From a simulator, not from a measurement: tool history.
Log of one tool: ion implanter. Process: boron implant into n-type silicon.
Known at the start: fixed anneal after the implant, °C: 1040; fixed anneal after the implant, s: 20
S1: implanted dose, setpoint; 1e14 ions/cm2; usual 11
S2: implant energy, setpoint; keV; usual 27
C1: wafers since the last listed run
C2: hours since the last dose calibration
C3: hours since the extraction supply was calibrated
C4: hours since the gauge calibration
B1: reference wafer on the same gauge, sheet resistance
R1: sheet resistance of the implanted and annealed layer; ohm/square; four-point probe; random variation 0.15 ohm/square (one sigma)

Run 1, hour 0: usual settings but S1 8.82 1e14 ions/cm2; C1 0; C2 732; C3 1166.4; C4 425.5; B1 94.49. Result: R1 115.1 ohm/square.
Run 2, hour 85.6: usual settings but S1 8.82 1e14 ions/cm2; C1 1229; C2 817.6; C3 1252; C4 511.1; B1 94.54. Result: R1 115.13 ohm/square.
At hour 136.8: Faraday cup replaced and dose calibrated.
Run 3, hour 169.6: usual settings but S1 8.82 1e14 ions/cm2; C1 1091; C2 32.8; C3 1336; C4 595.1; B1 94.46. Result: R1 116.7 ohm/square.
Run 4, hour 273.8: usual settings but S2 32.5 keV; C1 1496; C2 137; C3 1440.2; C4 699.3; B1 94.49. Result: R1 94.86 ohm/square.
Run 5, hour 341.5: usual settings but S1 13.37 1e14 ions/cm2; C1 972; C2 204.7; C3 1507.9; C4 767; B1 94.52. Result: R1 81.49 ohm/square.
Run 6, hour 399.9: usual settings but S1 13.37 1e14 ions/cm2; C1 838; C2 263.1; C3 1566.3; C4 825.4; B1 94.46. Result: R1 81.26 ohm/square.
Run 7, hour 441.6: usual settings but S1 13.36 1e14 ions/cm2; C1 598; C2 304.8; C3 1608; C4 867.1; B1 94.45. Result: R1 81.34 ohm/square.
Run 8, hour 502.4: usual settings; C1 873; C2 365.6; C3 1668.8; C4 927.9; B1 94.51. Result: R1 96.06 ohm/square.
Run 9, hour 554.8: usual settings; C1 752; C2 418; C3 1721.2; C4 980.3; B1 94.52. Result: R1 95.7 ohm/square.
Run 10, hour 609.1: usual settings; C1 779; C2 472.3; C3 1775.5; C4 1034.6; B1 94.51. Result: R1 95.87 ohm/square.
Run 11, hour 668.5: usual settings but S1 9.78 1e14 ions/cm2; C1 853; C2 531.7; C3 1834.9; C4 1094; B1 94.48. Result: R1 105.56 ohm/square.
Run 12, hour 709: usual settings but S1 8.82 1e14 ions/cm2; C1 581; C2 572.2; C3 1875.4; C4 1134.5; B1 94.51. Result: R1 115.31 ohm/square.
Run 13, hour 848.4: usual settings but S1 12.03 1e14 ions/cm2, S2 34.5 keV; C1 2001; C2 711.6; C3 2014.8; C4 1273.9; B1 94.46. Result: R1 87.06 ohm/square.
At hour 902.9: gauge calibrated.
Run 14, hour 927.4: usual settings; C1 1134; C2 790.6; C3 2093.8; C4 24.5; B1 94.44. Result: R1 95.33 ohm/square.
At hour 1029: extraction supply calibrated.
Run 15, hour 1031.2: usual settings but S2 34 keV; C1 1375; C2 894.4; C3 2.2; C4 128.3; B1 94.48. Result: R1 93.53 ohm/square.
Run 16, hour 1132.7: usual settings but S1 13.04 1e14 ions/cm2, S2 35 keV; C1 1457; C2 995.9; C3 103.7; C4 229.8; B1 94.51. Result: R1 81.07 ohm/square.
At hour 1160.7: Faraday cup replaced and dose calibrated.
Run 17, hour 1208.9: usual settings but S1 13.21 1e14 ions/cm2, S2 23.5 keV; C1 979; C2 48.2; C3 179.9; C4 306; B1 94.46. Result: R1 83.84 ohm/square.
Run 18, hour 1258.9: usual settings but S1 8.35 1e14 ions/cm2, S2 19.5 keV; C1 718; C2 98.2; C3 229.9; C4 356; B1 94.51. Result: R1 125.57 ohm/square.
Run 19, hour 1327.7: usual settings; C1 988; C2 167; C3 298.7; C4 424.8; B1 94.49. Result: R1 96.36 ohm/square.
Run 20, hour 1524.7: usual settings but S1 9.6 1e14 ions/cm2, S2 35 keV; C1 2829; C2 364; C3 495.7; C4 621.8; B1 94.48. Result: R1 105.84 ohm/square.
Run 21, hour 1678.7: usual settings but S1 10.15 1e14 ions/cm2; C1 2211; C2 518; C3 649.7; C4 775.8; B1 94.52. Result: R1 102.53 ohm/square.

4 ways to go on from here, each from the tool as it stands after run 21. What would each give?
Run A, hour 1679.1: usual settings but S2 17.5 keV; C1 5; C2 518.4; C3 650.1; C4 776.2; B1 ?. Result: R1 ?.
Run B, hour 1679.1: usual settings but S1 13.29 1e14 ions/cm2; C1 5; C2 518.4; C3 650.1; C4 776.2; B1 ?. Result: R1 ?.
Run C, hour 1679.1: usual settings but S1 9.4 1e14 ions/cm2, S2 32.5 keV; C1 5; C2 518.4; C3 650.1; C4 776.2; B1 ?. Result: R1 ?.
Run D, hour 1679.1: usual settings but S1 8.58 1e14 ions/cm2, S2 32.5 keV; C1 5; C2 518.4; C3 650.1; C4 776.2; B1 ?. Result: R1 ?.

run     B1      R1
  A  94.52   99.14
  B  94.52    81.4
  C  94.52  107.85
  D  94.52  116.39
Without the tool's hidden state the same runs would have given:
run      R1
  A   100.4
  B   82.46
  C  109.22
  D  117.87
